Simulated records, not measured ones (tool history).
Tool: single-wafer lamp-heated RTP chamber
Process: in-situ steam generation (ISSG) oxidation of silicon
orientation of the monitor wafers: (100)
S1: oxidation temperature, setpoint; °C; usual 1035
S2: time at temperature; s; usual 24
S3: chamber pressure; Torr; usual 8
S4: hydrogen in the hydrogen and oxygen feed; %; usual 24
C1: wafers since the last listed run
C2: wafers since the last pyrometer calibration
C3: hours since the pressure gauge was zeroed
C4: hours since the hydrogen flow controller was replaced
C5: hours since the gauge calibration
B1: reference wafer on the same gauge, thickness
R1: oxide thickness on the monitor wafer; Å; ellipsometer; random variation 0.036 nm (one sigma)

| run | day | S1 | S2 | S3 | S4 | C1 | C2 | C3 | C4 | C5 | B1 | R1 |
|---|---|---|---|---|---|---|---|---|---|---|---|---|
| 1 | 0 | 1030 | 22 | 8 | 24 | 0 | 1416 | 3952 | 5167.4 | 14.5 | 6.308 | 74.45 |
| 2 | 0.621 | 1030 | 22 | 8 | 24 | 173 | 1589 | 3966.9 | 5182.3 | 29.4 | 6.297 | 73.96 |
| 3 | 1.858 | 1030 | 22 | 8 | 24 | 345 | 1935 | 3996.6 | 5212 | 59.1 | 6.302 | 74.09 |
| 4 | 2.504 | 1035 | 24 | 8 | 24 | 180 | 2115 | 4012.1 | 5227.5 | 74.6 | 6.293 | 80.28 |
| 5 | 3.771 | 1035 | 24 | 8 | 24 | 353 | 2469 | 4042.5 | 5257.9 | 105 | 6.301 | 80.93 |
| 6 | 4.562 | 1035 | 24 | 8 | 24 | 221 | 2691 | 4061.5 | 5276.9 | 124 | 6.301 | 80.45 |
| 7 | 5.067 | 1035 | 24 | 8 | 24 | 140 | 2831 | 4073.6 | 5289 | 136.1 | 6.293 | 80.94 |
| 8 | 5.733 | 1035 | 24 | 8 | 24 | 186 | 3018 | 4089.6 | 5305 | 152.1 | 6.293 | 80.67 |
|  | 6.333 | hydrogen flow controller replaced |
| 9 | 6.354 | 1046 | 17 | 8 | 24 | 80 | 3098 | 4104.5 | 0.5 | 167 | 6.301 | 71.31 |
| 10 | 7.067 | 1035 | 19 | 8 | 24 | 199 | 3297 | 4121.6 | 17.6 | 184.1 | 6.305 | 72.25 |
|  | 7.129 | gauge calibrated |
|  | 7.821 | pyrometer window cleaned and pyrometer calibrated |
| 11 | 8.304 | 1047 | 24 | 8.6 | 21 | 252 | 135 | 4151.3 | 47.3 | 28.2 | 6.3 | 86.57 |
| 12 | 9.292 | 1041 | 24 | 6.9 | 30 | 275 | 411 | 4175 | 71 | 51.9 | 6.304 | 91.7 |
|  | 10.292 | pyrometer window cleaned and pyrometer calibrated, repeated, since the last time left the tool worse |
| 13 | 10.312 | 1035 | 24 | 8 | 24 | 192 | 5 | 4199.5 | 95.5 | 76.4 | 6.285 | 77.96 |
|  | 11.238 | pressure gauge zeroed |
| 14 | 11.338 | 1044 | 24 | 9.3 | 24 | 193 | 198 | 2.4 | 120.1 | 101 | 6.304 | 80.67 |
| 15 | 12.275 | 1046 | 17 | 8 | 24 | 261 | 460 | 24.9 | 142.6 | 123.5 | 6.313 | 69.68 |
| 16 | 13.025 | 1035 | 24 | 8.6 | 24 | 209 | 670 | 42.9 | 160.6 | 141.5 | 6.308 | 78.9 |
| 17 | 14.325 | 1052 | 24 | 8.9 | 30 | 363 | 1033 | 74.1 | 191.8 | 172.7 | 6.298 | 90.57 |

3 ways to go on from here, each from the tool as it stands after run 17. What would each give?
| A | 14.342 | 1035 | 24 | 8 | 32 | 4 | 1037 | 74.5 | 192.2 | 173.1 | ? | ? |
| B | 14.342 | 1047 | 24 | 8 | 24 | 4 | 1037 | 74.5 | 192.2 | 173.1 | ? | ? |
| C | 14.342 | 1035 | 24 | 8.5 | 24 | 4 | 1037 | 74.5 | 192.2 | 173.1 | ? | ? |

| run | B1 | R1 |
|---|---|---|
| A | 6.311 | 85.17 |
| B | 6.311 | 84.55 |
| C | 6.311 | 78.96 |
Without the tool's hidden state the same runs would have given:
| run | R1 |
|---|---|
| A | 84.3 |
| B | 83.64 |
| C | 78.16 |
